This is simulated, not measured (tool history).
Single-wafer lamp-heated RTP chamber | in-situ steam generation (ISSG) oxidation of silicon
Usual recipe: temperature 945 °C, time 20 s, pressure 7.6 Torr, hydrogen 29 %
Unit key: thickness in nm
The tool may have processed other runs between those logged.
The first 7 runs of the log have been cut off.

| run | day | temperature | time | pressure | hydrogen | read-back reference wafer on the same gauge, thickness | thickness |
|---|---|---|---|---|---|---|---|
| 8 | 5.092 | 964 | 17 | 8.1 | 32 | 4.522 | 5.002 |
|  | 6.300 | pyrometer window cleaned and pyrometer calibrated |
| 9 | 6.421 | 945 | 12 | 7.6 | 29 | 4.519 | 4.038 |
| 10 | 7.158 | 945 | 20 | 6.9 | 29 | 4.525 | 4.829 |
| 11 | 9.388 | 945 | 25 | 7.6 | 29 | 4.521 | 5.299 |
| 12 | 10.362 | 939 | 14 | 7.6 | 32 | 4.519 | 4.329 |
| 13 | 11.250 | 945 | 20 | 7.6 | 29 | 4.524 | 4.922 |
| 14 | 12.558 | 945 | 20 | 7.6 | 29 | 4.516 | 4.909 |
| 15 | 13.596 | 962 | 20 | 7.0 | 32 | 4.519 | 5.306 |
| 16 | 14.762 | 958 | 23 | 8.8 | 32 | 4.523 | 5.540 |
|  | 15.196 | pyrometer window cleaned and pyrometer calibrated |
|  | 16.104 | pressure gauge zeroed |
| 17 | 16.125 | 945 | 20 | 7.6 | 29 | 4.518 | 4.897 |
| 18 | 17.004 | 945 | 20 | 7.6 | 29 | 4.519 | 4.872 |
| 19 | 17.525 | 945 | 20 | 7.6 | 29 | 4.519 | 4.869 |
| 20 | 18.429 | 940 | 20 | 6.9 | 32 | 4.519 | 4.955 |
| 21 | 19.433 | 945 | 20 | 6.9 | 32 | 4.520 | 4.994 |
| 22 | 22.625 | 945 | 20 | 7.6 | 24 | 4.520 | 4.688 |
| 23 | 23.546 | 945 | 20 | 8.6 | 29 | 4.517 | 4.899 |
| 24 | 24.454 | 960 | 20 | 7.6 | 21 | 4.521 | 4.785 |
|  | 25.929 | pyrometer window cleaned and pyrometer calibrated |
| 25 | 25.950 | 945 | 20 | 7.6 | 29 | 4.519 | 4.868 |
| 26 | 26.279 | 961 | 20 | 7.6 | 29 | 4.521 | 5.108 |
| 27 | 27.462 | 945 | 20 | 8.6 | 23 | 4.520 | 4.569 |
| 28 | 28.617 | 945 | 28 | 7.6 | 29 | 4.521 | 5.592 |
| 29 | 29.558 | 955 | 24 | 8.8 | 32 | 4.518 | 5.478 |

Run 30 has not been measured yet. What should we expect?
| 30 | 30.592 | 945 | 20 | 8.2 | 24 | ? | ? |

Run 30 came out at read-back reference wafer on the same gauge, thickness 4.523, thickness 4.655 nm.
With the hidden condition absent and the run-to-run variation left alone, this run would have shown thickness 4.622 nm.

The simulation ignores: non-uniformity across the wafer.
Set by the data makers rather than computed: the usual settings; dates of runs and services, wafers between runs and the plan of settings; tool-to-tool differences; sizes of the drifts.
